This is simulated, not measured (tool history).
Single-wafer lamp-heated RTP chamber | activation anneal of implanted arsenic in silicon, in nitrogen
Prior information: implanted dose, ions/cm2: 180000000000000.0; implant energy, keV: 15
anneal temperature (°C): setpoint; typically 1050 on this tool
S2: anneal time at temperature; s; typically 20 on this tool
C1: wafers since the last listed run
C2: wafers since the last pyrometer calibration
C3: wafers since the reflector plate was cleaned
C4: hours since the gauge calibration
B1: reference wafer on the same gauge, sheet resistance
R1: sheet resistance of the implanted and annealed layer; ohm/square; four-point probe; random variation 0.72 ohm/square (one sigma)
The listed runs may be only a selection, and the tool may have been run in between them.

{"run": 1, "hour": 0.0, "anneal temperature (°C)": 1050, "S2": 20, "C1": 0, "C2": 991, "C3": 8579, "C4": 486.9, "B1": 532.38, "R1": 479.45}
{"run": 2, "hour": 17.2, "anneal temperature (°C)": 1050, "S2": 20, "C1": 119, "C2": 1111, "C3": 8699, "C4": 504.1, "B1": 531.84, "R1": 479.91}
{"run": 3, "hour": 31.0, "anneal temperature (°C)": 1050, "S2": 27, "C1": 96, "C2": 1207, "C3": 8795, "C4": 517.9, "B1": 532.14, "R1": 476.1}
{"run": 4, "hour": 46.0, "anneal temperature (°C)": 1050, "S2": 27, "C1": 104, "C2": 1311, "C3": 8899, "C4": 532.9, "B1": 532.01, "R1": 475.84}
{"run": 5, "hour": 60.4, "anneal temperature (°C)": 1058, "S2": 20, "C1": 100, "C2": 1411, "C3": 8999, "C4": 547.3, "B1": 531.71, "R1": 475.92}
{"run": 6, "hour": 70.0, "anneal temperature (°C)": 1058, "S2": 20, "C1": 66, "C2": 1478, "C3": 9066, "C4": 556.9, "B1": 531.97, "R1": 477.68}
{"run": 7, "hour": 87.3, "anneal temperature (°C)": 1050, "S2": 26, "C1": 120, "C2": 1599, "C3": 9187, "C4": 574.2, "B1": 531.97, "R1": 475.34}
{"run": 8, "hour": 96.4, "anneal temperature (°C)": 1050, "S2": 20, "C1": 63, "C2": 1662, "C3": 9250, "C4": 583.3, "B1": 532.02, "R1": 479.61}
{"hour": 103.3, "done": "gauge calibrated"}
{"run": 9, "hour": 112.6, "anneal temperature (°C)": 1050, "S2": 20, "C1": 112, "C2": 1775, "C3": 9363, "C4": 9.3, "B1": 531.87, "R1": 479.04}
{"run": 10, "hour": 123.1, "anneal temperature (°C)": 1050, "S2": 20, "C1": 73, "C2": 1848, "C3": 9436, "C4": 19.8, "B1": 531.84, "R1": 479.14}
{"run": 11, "hour": 133.5, "anneal temperature (°C)": 1050, "S2": 20, "C1": 72, "C2": 1920, "C3": 9508, "C4": 30.2, "B1": 532.13, "R1": 479.28}
{"run": 12, "hour": 144.4, "anneal temperature (°C)": 1050, "S2": 20, "C1": 75, "C2": 1996, "C3": 9584, "C4": 41.1, "B1": 531.81, "R1": 477.8}
{"run": 13, "hour": 157.4, "anneal temperature (°C)": 1050, "S2": 20, "C1": 90, "C2": 2087, "C3": 9674, "C4": 54.1, "B1": 532.21, "R1": 478.06}
{"run": 14, "hour": 169.5, "anneal temperature (°C)": 1062, "S2": 15, "C1": 84, "C2": 2171, "C3": 9759, "C4": 66.2, "B1": 531.92, "R1": 479.27}
{"run": 15, "hour": 181.0, "anneal temperature (°C)": 1033, "S2": 24, "C1": 80, "C2": 2251, "C3": 9839, "C4": 77.7, "B1": 531.81, "R1": 480.79}
{"run": 16, "hour": 195.0, "anneal temperature (°C)": 1041, "S2": 26, "C1": 97, "C2": 2348, "C3": 9936, "C4": 91.7, "B1": 531.94, "R1": 478.54}
{"run": 17, "hour": 206.3, "anneal temperature (°C)": 1078, "S2": 31, "C1": 78, "C2": 2427, "C3": 10015, "C4": 103, "B1": 532.22, "R1": 460.59}
{"hour": 223.0, "done": "reflector plate cleaned"}
{"run": 18, "hour": 223.5, "anneal temperature (°C)": 1033, "S2": 24, "C1": 64, "C2": 2491, "C3": 3, "C4": 120.2, "B1": 532.13, "R1": 480.26}
{"hour": 232.5, "done": "pyrometer window cleaned and pyrometer calibrated"}
{"run": 19, "hour": 234.5, "anneal temperature (°C)": 1050, "S2": 20, "C1": 20, "C2": 13, "C3": 24, "C4": 131.2, "B1": 532.09, "R1": 481.23}
{"run": 20, "hour": 245.0, "anneal temperature (°C)": 1070, "S2": 23, "C1": 73, "C2": 86, "C3": 97, "C4": 141.7, "B1": 531.9, "R1": 473.59}
{"run": 21, "hour": 292.0, "anneal temperature (°C)": 1050, "S2": 24, "C1": 327, "C2": 414, "C3": 424, "C4": 188.7, "B1": 532.18, "R1": 478.79}
{"run": 22, "hour": 308.1, "anneal temperature (°C)": 1050, "S2": 20, "C1": 112, "C2": 526, "C3": 536, "C4": 204.8, "B1": 531.71, "R1": 479.48}
{"run": 23, "hour": 324.0, "anneal temperature (°C)": 1050, "S2": 20, "C1": 110, "C2": 636, "C3": 647, "C4": 220.7, "B1": 531.62, "R1": 479.53}
{"run": 24, "hour": 341.9, "anneal temperature (°C)": 1063, "S2": 14, "C1": 124, "C2": 761, "C3": 771, "C4": 238.6, "B1": 532.19, "R1": 481.16}
{"run": 25, "hour": 358.2, "anneal temperature (°C)": 1023, "S2": 20, "C1": 113, "C2": 874, "C3": 885, "C4": 254.9, "B1": 532.16, "R1": 485.64}
{"run": 26, "hour": 365.8, "anneal temperature (°C)": 1074, "S2": 31, "C1": 52, "C2": 927, "C3": 938, "C4": 262.5, "B1": 532.43, "R1": 464.47}
{"run": 27, "hour": 373.8, "anneal temperature (°C)": 1050, "S2": 13, "C1": 55, "C2": 983, "C3": 993, "C4": 270.5, "B1": 532.11, "R1": 485.13}
{"run": 28, "hour": 385.3, "anneal temperature (°C)": 1050, "S2": 14, "C1": 80, "C2": 1063, "C3": 1073, "C4": 282, "B1": 532.07, "R1": 482}
{"run": 29, "hour": 400.2, "anneal temperature (°C)": 1022, "S2": 11, "C1": 103, "C2": 1167, "C3": 1177, "C4": 296.9, "B1": 531.98, "R1": 489.75}
{"run": 30, "hour": 408.6, "anneal temperature (°C)": 1058, "S2": 20, "C1": 58, "C2": 1225, "C3": 1236, "C4": 305.3, "B1": 532.08, "R1": 476.7}
{"run": 31, "hour": 423.9, "anneal temperature (°C)": 1069, "S2": 24, "C1": 106, "C2": 1332, "C3": 1342, "C4": 320.6, "B1": 532.06, "R1": 471.15}
{"run": 32, "hour": 435.7, "anneal temperature (°C)": 1035, "S2": 10, "C1": 82, "C2": 1414, "C3": 1424, "C4": 332.4, "B1": 531.8, "R1": 488.24}
{"run": 33, "hour": 472.5, "anneal temperature (°C)": 1075, "S2": 32, "C1": 256, "C2": 1670, "C3": 1680, "C4": 369.2, "B1": 531.97, "R1": 461.72}
{"run": 34, "hour": 488.7, "anneal temperature (°C)": 1050, "S2": 20, "C1": 112, "C2": 1782, "C3": 1793, "C4": 385.4, "B1": 531.88, "R1": 480.08}
{"run": 35, "hour": 505.6, "anneal temperature (°C)": 1050, "S2": 20, "C1": 117, "C2": 1900, "C3": 1911, "C4": 402.3, "B1": 531.91, "R1": 479.01}
{"run": 36, "hour": 515.4, "anneal temperature (°C)": 1076, "S2": 10, "C1": 68, "C2": 1968, "C3": 1979, "C4": 412.1, "B1": 531.97, "R1": 480}

Give the tool's hidden conditions for every run:
wafer temperature error from the tarnished reflector plate, K: 0 across all the runs
gauge reads high (%): 0 across all the runs
H1: true wafer temperature minus pyrometer reading, K
run=1 H1=4.21
run=2 H1=4.71
run=3 H1=5.11
run=4 H1=5.54
run=5 H1=5.96
run=6 H1=6.24
run=7 H1=6.74
run=8 H1=7
run=9 H1=7.47
run=10 H1=7.78
run=11 H1=8.08
run=12 H1=8.39
run=13 H1=8.77
run=14 H1=9.12
run=15 H1=9.45
run=16 H1=9.86
run=17 H1=10.2
run=18 H1=10.7
run=19 H1=0.469
run=20 H1=0.773
run=21 H1=2.13
run=22 H1=2.6
run=23 H1=3.06
run=24 H1=3.58
run=25 H1=4.05
run=26 H1=4.27
run=27 H1=4.5
run=28 H1=4.84
run=29 H1=5.27
run=30 H1=5.51
run=31 H1=5.95
run=32 H1=6.29
run=33 H1=7.36
run=34 H1=7.83
run=35 H1=8.32
run=36 H1=8.6
